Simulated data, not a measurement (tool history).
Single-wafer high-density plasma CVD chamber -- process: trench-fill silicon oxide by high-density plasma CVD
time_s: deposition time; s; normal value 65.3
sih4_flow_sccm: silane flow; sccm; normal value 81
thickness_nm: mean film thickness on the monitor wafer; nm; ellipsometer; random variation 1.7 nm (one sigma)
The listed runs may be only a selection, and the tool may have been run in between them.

| run | day | time_s | sih4_flow_sccm | read-back reference wafer on the same gauge, thickness_nm | thickness_nm |
|---|---|---|---|---|---|
| 1 | 0 | 65.3 | 81 | 430.347 | 511.035 |
| 2 | 4.029 | 65.3 | 81 | 429.915 | 512.551 |
| 3 | 6.275 | 65.3 | 81 | 430.067 | 510.816 |
| 4 | 7.938 | 72.5 | 81 | 429.86 | 570.22 |
| 5 | 14.2 | 65.3 | 81 | 430.093 | 514.925 |
| 6 | 16.629 | 65.3 | 81 | 429.793 | 515.268 |
| 7 | 19.254 | 58.9 | 81 | 430.051 | 465.711 |
| 8 | 21.217 | 58.9 | 81 | 430.264 | 463.443 |
| 9 | 24.275 | 59.9 | 70 | 430.178 | 409.785 |
| 10 | 27.404 | 65.3 | 81 | 429.703 | 516.341 |
| 11 | 30.958 | 65.3 | 70 | 430.144 | 446.526 |
| 12 | 35.138 | 65.3 | 70 | 429.744 | 446.843 |
| 13 | 39.4 | 68.8 | 74 | 429.897 | 499.47 |

Forecast run 14:
| 14 | 43.608 | 61.8 | 81 | ? | ? |

For run 14 the tool returned read-back reference wafer on the same gauge, thickness_nm 430.116, thickness_nm 492.932 nm.
With no hidden state in the tool, this same run would have given thickness_nm 477.349 nm.
